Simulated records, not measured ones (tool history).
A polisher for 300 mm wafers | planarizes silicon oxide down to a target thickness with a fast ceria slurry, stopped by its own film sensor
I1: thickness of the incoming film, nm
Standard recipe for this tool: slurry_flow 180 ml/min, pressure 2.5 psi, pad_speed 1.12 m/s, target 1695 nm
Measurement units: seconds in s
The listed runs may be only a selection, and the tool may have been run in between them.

Run 1, hour 0: usual settings but slurry_flow 220 ml/min; I1 2702.5. Result: seconds 68.9 s.
At hour 10.3: worn pad replaced by a new one.
Run 2, hour 14: usual settings but slurry_flow 220 ml/min; I1 2666.9. Result: seconds 59.2 s.
Run 3, hour 27.7: usual settings but pressure 3.1 psi, pad_speed 1.42 m/s; I1 2695.7. Result: seconds 40.4 s.
Run 4, hour 36.2: usual settings but pressure 3.1 psi, pad_speed 1.42 m/s; I1 2633.8. Result: seconds 37.1 s.
Run 5, hour 48.4: usual settings but pressure 3.1 psi, pad_speed 1.42 m/s; I1 2699.4. Result: seconds 40.4 s.
Run 6, hour 63.8: usual settings; I1 2691.1. Result: seconds 64.2 s.
Run 7, hour 71.1: usual settings; I1 2648. Result: seconds 64.5 s.
At hour 80.3: worn pad replaced by a new one.
Run 8, hour 86.9: usual settings; I1 2640.8. Result: seconds 58.6 s.
At hour 90.7: head pressure recalibrated.
Run 9, hour 98.9: usual settings but slurry_flow 215 ml/min, pressure 3.2 psi, target 1947 nm; I1 2706.4. Result: seconds 35.1 s.
Run 10, hour 121.3: usual settings but slurry_flow 225 ml/min; I1 2691.5. Result: seconds 60.5 s.
Run 11, hour 138: usual settings but slurry_flow 220 ml/min, pressure 3.2 psi, target 1842 nm; I1 2702.6. Result: seconds 42.4 s.
At hour 143.6: slurry nozzle cleaned.
At hour 154.5: worn pad replaced by a new one.
Run 12, hour 155: usual settings but pad_speed 1.28 m/s; I1 2661.5. Result: seconds 52 s.

Run 13, settings as shown, results not yet in. Your forecast:
Run 13, hour 166.6: usual settings but slurry_flow 215 ml/min, pressure 3.2 psi, target 1947 nm; I1 2639.7. Result: seconds ?.

Run 13 gave seconds 31.8 s.
Minus the tool's unlogged condition, the same run would have read seconds 31.6 s.
